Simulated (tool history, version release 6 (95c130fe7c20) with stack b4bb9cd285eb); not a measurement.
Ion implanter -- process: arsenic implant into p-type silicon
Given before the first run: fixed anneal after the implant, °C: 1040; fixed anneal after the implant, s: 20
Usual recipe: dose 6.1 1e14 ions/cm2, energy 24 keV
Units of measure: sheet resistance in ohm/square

run	day	dose	energy	wafers since the last listed run	hours since the last dose calibration	hours since the extraction supply was calibrated	hours since the gauge calibration	read-back reference wafer on the same gauge, sheet resistance	sheet resistance
1	0	6.1	24	0	688.4	5092.8	880.4	139.04	155.98
2	1.458	6.1	24	1088	723.4	5127.8	915.4	139.02	156.46
# day 3.071: Faraday cup replaced and dose calibrated
3	3.192	6.1	24	1044	2.9	5169.4	957	139.09	161.76
4	5.538	6.1	24	1750	59.2	5225.7	1013.3	138.89	161.21
5	6.554	6.1	24	758	83.6	5250.1	1037.7	139	162.12
6	9.433	6.1	24	2148	152.7	5319.2	1106.8	138.92	162.05
7	11.692	6.1	24	1685	206.9	5373.4	1161	138.82	160.34
8	13.454	6.1	20	1315	249.2	5415.7	1203.3	139.02	164.59
9	18.462	6.1	19	3737	369.4	5535.9	1323.5	139.1	164.8
10	20.112	6.1	19	1231	409	5575.5	1363.1	139.15	164.87
11	22.254	6.1	28.5	1598	460.4	5626.9	1414.5	138.98	154.88
12	24.25	6.1	28.5	1489	508.3	5674.8	1462.4	138.97	154.41
# day 25.446: gauge calibrated
13	25.783	5.13	24	1144	545.1	5711.6	8.1	139.05	180.76
14	27.379	6.1	18.5	1190	583.4	5749.9	46.4	138.98	164.33
15	29.6	6.1	18.5	1657	636.7	5803.2	99.7	138.95	163.56
16	31.6	6.1	24	1492	684.7	5851.2	147.7	139.11	157.57
# day 32.192: extraction supply calibrated
17	33.621	6.1	18	1259	733.2	34.3	196.2	139.07	163.71
# day 35.083: Faraday cup replaced and dose calibrated
18	35.958	6.1	17	1495	21	90.4	252.3	139.06	165.94
19	38.067	6.1	27	1573	71.6	141	302.9	139.05	157.4
20	40.017	7.12	24	1455	118.4	187.8	349.7	139.02	142.9
21	43.012	5	21	2235	190.3	259.7	421.6	139.03	187.68
22	45.096	4.42	16	1554	240.3	309.7	471.6	138.93	212
23	52.762	7.81	27.5	5720	424.3	493.7	655.6	138.92	129.13
24	54.496	5.36	19	1293	465.9	535.3	697.2	139	178.2
25	57.288	7.5	32.5	2083	532.9	602.3	764.2	139.06	128.72
26	59.35	4.28	29	1538	582.4	651.8	813.7	139.06	201.32
27	62.267	6.1	24	2176	652.4	721.8	883.7	139	155.92
28	63.792	4.98	19	1137	689	758.4	920.3	139.06	186.48
29	64.979	6.1	24	886	717.5	786.9	948.8	138.99	155.67
30	66.542	6.1	17	1165	755	824.4	986.3	138.96	162.24
31	67.554	6.1	24	755	779.3	848.7	1010.6	139.02	154.39
32	70.292	7.33	26.5	2042	845	914.4	1076.3	138.96	133.85
33	73.25	6.74	29.5	2207	916	985.4	1147.3	138.92	140.05
34	75.662	4.48	21	1800	973.9	1043.3	1205.2	139.02	197.36
# day 76.817: Faraday cup replaced and dose calibrated
# day 77.838: gauge calibrated
35	83.388	5.06	27	5515	157.7	1228.7	133.2	139.11	182.1

Forecast each of these 5 alternatives for the next run:
A	83.404	6.1	19.5	12	158.1	1229.1	133.6	?	?
B	83.404	6.1	29.5	12	158.1	1229.1	133.6	?	?
C	83.404	4.85	20.5	12	158.1	1229.1	133.6	?	?
D	83.404	6.96	17	12	158.1	1229.1	133.6	?	?
E	83.404	4.97	27.5	12	158.1	1229.1	133.6	?	?

run	read-back reference wafer on the same gauge, sheet resistance	sheet resistance
A	138.96	165.29
B	138.96	156.58
C	138.96	195.49
D	138.96	152.08
E	138.96	184.79
With the hidden condition removed and each run's random variation left untouched, the same runs would have given:
run	sheet resistance
A	165.64
B	156.91
C	195.9
D	152.4
E	185.19

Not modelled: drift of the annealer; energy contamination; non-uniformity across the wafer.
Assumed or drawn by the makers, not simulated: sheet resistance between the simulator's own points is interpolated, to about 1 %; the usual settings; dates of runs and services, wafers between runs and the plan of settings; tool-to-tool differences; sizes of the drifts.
